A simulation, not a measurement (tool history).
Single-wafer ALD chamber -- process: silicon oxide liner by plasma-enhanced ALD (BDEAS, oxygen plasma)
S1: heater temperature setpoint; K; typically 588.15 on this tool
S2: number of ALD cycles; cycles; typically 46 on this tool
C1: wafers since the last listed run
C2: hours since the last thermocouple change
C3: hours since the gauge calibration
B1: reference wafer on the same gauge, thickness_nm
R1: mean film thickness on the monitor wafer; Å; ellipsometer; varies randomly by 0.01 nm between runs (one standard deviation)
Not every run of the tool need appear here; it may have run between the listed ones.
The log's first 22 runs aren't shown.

Run 23, hour 1893.6: usual settings but S1 602.15 K; C1 613; C2 605.4; C3 1283.3; B1 4.039. Result: R1 40.87 Å.
Run 24, hour 2159.2: usual settings but S1 575.15 K, S2 38 cycles; C1 1553; C2 871; C3 1548.9; B1 4.04. Result: R1 35.12 Å.
Run 25, hour 2202.5: usual settings but S1 598.15 K, S2 51 cycles; C1 253; C2 914.3; C3 1592.2; B1 4.039. Result: R1 45.71 Å.
Run 26, hour 2309.8: usual settings but S1 579.15 K, S2 49 cycles; C1 627; C2 1021.6; C3 1699.5; B1 4.041. Result: R1 45.06 Å.
Run 27, hour 2352.6: usual settings; C1 250; C2 1064.4; C3 1742.3; B1 4.038. Result: R1 41.8 Å.
Run 28, hour 2458.5: usual settings but S1 600.15 K, S2 49 cycles; C1 619; C2 1170.3; C3 1848.2; B1 4.041. Result: R1 43.77 Å.
Run 29, hour 2554.6: usual settings but S2 52 cycles; C1 562; C2 1266.4; C3 1944.3; B1 4.039. Result: R1 47.3 Å.
Run 30, hour 2646.6: usual settings; C1 538; C2 1358.4; C3 2036.3; B1 4.041. Result: R1 41.88 Å.
At hour 2674.4: thermocouple changed; heater temperature recalibrated.
Run 31, hour 2750.7: usual settings but S2 40 cycles; C1 562; C2 76.3; C3 2140.4; B1 4.045. Result: R1 36.16 Å.
Run 32, hour 2815.2: usual settings; C1 377; C2 140.8; C3 2204.9; B1 4.038. Result: R1 41.35 Å.
Run 33, hour 2914.3: usual settings but S1 580.15 K, S2 52 cycles; C1 579; C2 239.9; C3 2304; B1 4.045. Result: R1 47.48 Å.
Run 34, hour 2992.1: usual settings but S1 597.15 K, S2 41 cycles; C1 455; C2 317.7; C3 2381.8; B1 4.04. Result: R1 36.7 Å.
At hour 3022.9: gauge calibrated.
Run 35, hour 3034.2: usual settings but S1 583.15 K, S2 40 cycles; C1 246; C2 359.8; C3 11.3; B1 4.038. Result: R1 36.49 Å.
Run 36, hour 3281.9: usual settings but S1 592.15 K, S2 49 cycles; C1 1449; C2 607.5; C3 259; B1 4.037. Result: R1 44.37 Å.
Run 37, hour 3537.3: usual settings but S1 577.15 K, S2 49 cycles; C1 1494; C2 862.9; C3 514.4; B1 4.04. Result: R1 45.01 Å.
Run 38, hour 3576.2: usual settings but S1 592.15 K, S2 39 cycles; C1 227; C2 901.8; C3 553.3; B1 4.041. Result: R1 35.24 Å.
Run 39, hour 3660.3: usual settings; C1 492; C2 985.9; C3 637.4; B1 4.037. Result: R1 41.84 Å.
Run 40, hour 3761.7: usual settings but S1 583.15 K, S2 55 cycles; C1 593; C2 1087.3; C3 738.8; B1 4.041. Result: R1 50.47 Å.
Run 41, hour 3817.8: usual settings but S1 582.15 K, S2 53 cycles; C1 328; C2 1143.4; C3 794.9; B1 4.041. Result: R1 48.47 Å.
Run 42, hour 3912.1: usual settings but S1 592.15 K, S2 49 cycles; C1 551; C2 1237.7; C3 889.2; B1 4.042. Result: R1 44.12 Å.
Run 43, hour 4013.2: usual settings but S1 601.15 K, S2 38 cycles; C1 591; C2 1338.8; C3 990.3; B1 4.036. Result: R1 34.1 Å.
At hour 4037.8: thermocouple changed; heater temperature recalibrated.
Run 44, hour 4120.3: usual settings; C1 579; C2 82.5; C3 1097.4; B1 4.039. Result: R1 41.7 Å.
Run 45, hour 4161.5: usual settings but S2 40 cycles; C1 241; C2 123.7; C3 1138.6; B1 4.041. Result: R1 36.12 Å.
Run 46, hour 4260.6: usual settings; C1 579; C2 222.8; C3 1237.7; B1 4.039. Result: R1 41.49 Å.

Below are 4 alternative next runs, each starting from the tool's condition after run 46. Predict each:
Run A, hour 4261.1: usual settings but S2 43 cycles; C1 2; C2 223.3; C3 1238.2; B1 ?. Result: R1 ?.
Run B, hour 4261.1: usual settings but S1 574.15 K, S2 50 cycles; C1 2; C2 223.3; C3 1238.2; B1 ?. Result: R1 ?.
Run C, hour 4261.1: usual settings but S2 41 cycles; C1 2; C2 223.3; C3 1238.2; B1 ?. Result: R1 ?.
Run D, hour 4261.1: usual settings but S1 603.15 K, S2 41 cycles; C1 2; C2 223.3; C3 1238.2; B1 ?. Result: R1 ?.

run     B1     R1
  A  4.042   38.9
  B  4.042  46.08
  C  4.042  37.09
  D  4.042  36.35
With the hidden condition removed and each run's random variation left untouched, the same runs would have given:
run     R1
  A  38.84
  B  46.02
  C  37.04
  D  36.29
